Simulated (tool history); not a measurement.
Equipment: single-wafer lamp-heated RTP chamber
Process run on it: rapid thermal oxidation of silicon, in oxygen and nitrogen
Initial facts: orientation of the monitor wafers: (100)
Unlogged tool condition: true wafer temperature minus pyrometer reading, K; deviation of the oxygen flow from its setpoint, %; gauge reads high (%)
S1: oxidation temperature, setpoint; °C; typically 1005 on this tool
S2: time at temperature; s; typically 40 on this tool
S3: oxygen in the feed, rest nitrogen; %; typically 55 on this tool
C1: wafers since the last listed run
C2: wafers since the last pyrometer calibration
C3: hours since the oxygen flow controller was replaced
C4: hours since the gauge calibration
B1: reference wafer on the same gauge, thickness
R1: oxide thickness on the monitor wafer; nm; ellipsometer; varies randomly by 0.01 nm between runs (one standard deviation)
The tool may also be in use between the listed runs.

| run | day | S1 | S2 | S3 | C1 | C2 | C3 | C4 | B1 | R1 |
|---|---|---|---|---|---|---|---|---|---|---|
| 1 | 0.000 | 1005 | 40 | 55 | 0 | 2204 | 6243.7 | 1435.1 | 3.618 | 4.000 |
| 2 | 1.550 | 1005 | 40 | 55 | 399 | 2603 | 6280.9 | 1472.3 | 3.620 | 3.996 |
| 3 | 5.146 | 1005 | 40 | 55 | 925 | 3529 | 6367.2 | 1558.6 | 3.618 | 4.038 |
| 4 | 7.162 | 1005 | 40 | 39 | 519 | 4048 | 6415.6 | 1607.0 | 3.620 | 3.636 |
|  | 8.462 | pyrometer window cleaned and pyrometer calibrated |
| 5 | 10.225 | 1005 | 40 | 39 | 702 | 453 | 6489.1 | 1680.5 | 3.620 | 3.562 |
| 6 | 12.708 | 1005 | 40 | 55 | 639 | 1092 | 6548.7 | 1740.1 | 3.620 | 3.990 |
| 7 | 21.517 | 1005 | 40 | 55 | 2267 | 3360 | 6760.1 | 1951.5 | 3.621 | 4.016 |
|  | 22.946 | pyrometer window cleaned and pyrometer calibrated |
| 8 | 24.604 | 1005 | 40 | 55 | 709 | 427 | 6834.2 | 2025.6 | 3.620 | 3.998 |
| 9 | 27.342 | 1005 | 40 | 35 | 704 | 1131 | 6899.9 | 2091.3 | 3.621 | 3.478 |
| 10 | 31.283 | 1005 | 30 | 55 | 1014 | 2146 | 6994.5 | 2185.9 | 3.620 | 3.563 |
|  | 32.229 | gauge calibrated |
|  | 32.942 | oxygen flow controller replaced |
| 11 | 33.383 | 1005 | 30 | 55 | 454 | 2601 | 10.6 | 27.7 | 3.621 | 3.575 |
| 12 | 36.533 | 1005 | 40 | 47 | 811 | 3412 | 86.2 | 103.3 | 3.619 | 3.853 |
|  | 40.225 | pyrometer window cleaned and pyrometer calibrated |
| 13 | 40.246 | 1005 | 40 | 47 | 870 | 5 | 175.3 | 192.4 | 3.620 | 3.800 |
| 14 | 43.121 | 1005 | 40 | 39 | 740 | 745 | 244.3 | 261.4 | 3.619 | 3.594 |
| 15 | 46.029 | 1026 | 50 | 34 | 748 | 1494 | 314.1 | 331.2 | 3.619 | 4.312 |
| 16 | 48.733 | 995 | 40 | 55 | 696 | 2190 | 379.0 | 396.1 | 3.620 | 3.759 |
| 17 | 52.396 | 978 | 40 | 40 | 942 | 3133 | 466.9 | 484.0 | 3.621 | 3.106 |
|  | 54.742 | pyrometer window cleaned and pyrometer calibrated |
| 18 | 55.425 | 977 | 25 | 55 | 694 | 176 | 539.6 | 556.7 | 3.620 | 2.838 |
| 19 | 57.492 | 1021 | 28 | 78 | 532 | 708 | 589.2 | 606.3 | 3.621 | 4.303 |
| 20 | 61.642 | 995 | 57 | 68 | 1068 | 1776 | 688.8 | 705.9 | 3.620 | 4.629 |
| 21 | 64.967 | 1005 | 40 | 78 | 856 | 2632 | 768.6 | 785.7 | 3.619 | 4.501 |
| 22 | 69.112 | 1005 | 21 | 27 | 1067 | 3700 | 868.1 | 885.2 | 3.619 | 2.660 |
|  | 69.658 | pyrometer window cleaned and pyrometer calibrated |
| 23 | 71.688 | 1028 | 40 | 55 | 577 | 522 | 929.9 | 947.0 | 3.621 | 4.667 |
| 24 | 73.821 | 1005 | 40 | 55 | 549 | 1071 | 981.1 | 998.2 | 3.620 | 3.988 |
| 25 | 77.879 | 1033 | 40 | 55 | 1044 | 2116 | 1078.5 | 1095.6 | 3.619 | 4.848 |
| 26 | 80.071 | 1005 | 48 | 81 | 564 | 2680 | 1131.1 | 1148.2 | 3.618 | 4.920 |
| 27 | 83.421 | 1005 | 40 | 55 | 862 | 3543 | 1211.5 | 1228.6 | 3.618 | 4.018 |

3 ways to go on from here, each from the tool as it stands after run 27. What would each give?
| A | 83.438 | 1005 | 40 | 55 | 4 | 3547 | 1211.9 | 1229.0 | ? | ? |
| B | 83.438 | 1026 | 40 | 66 | 4 | 3547 | 1211.9 | 1229.0 | ? | ? |
| C | 83.438 | 1005 | 35 | 31 | 4 | 3547 | 1211.9 | 1229.0 | ? | ? |

| run | B1 | R1 |
|---|---|---|
| A | 3.621 | 4.031 |
| B | 3.621 | 4.944 |
| C | 3.621 | 3.231 |
Without the tool's unlogged condition, the same runs would have read:
| run | R1 |
|---|---|
| A | 3.980 |
| B | 4.878 |
| C | 3.196 |
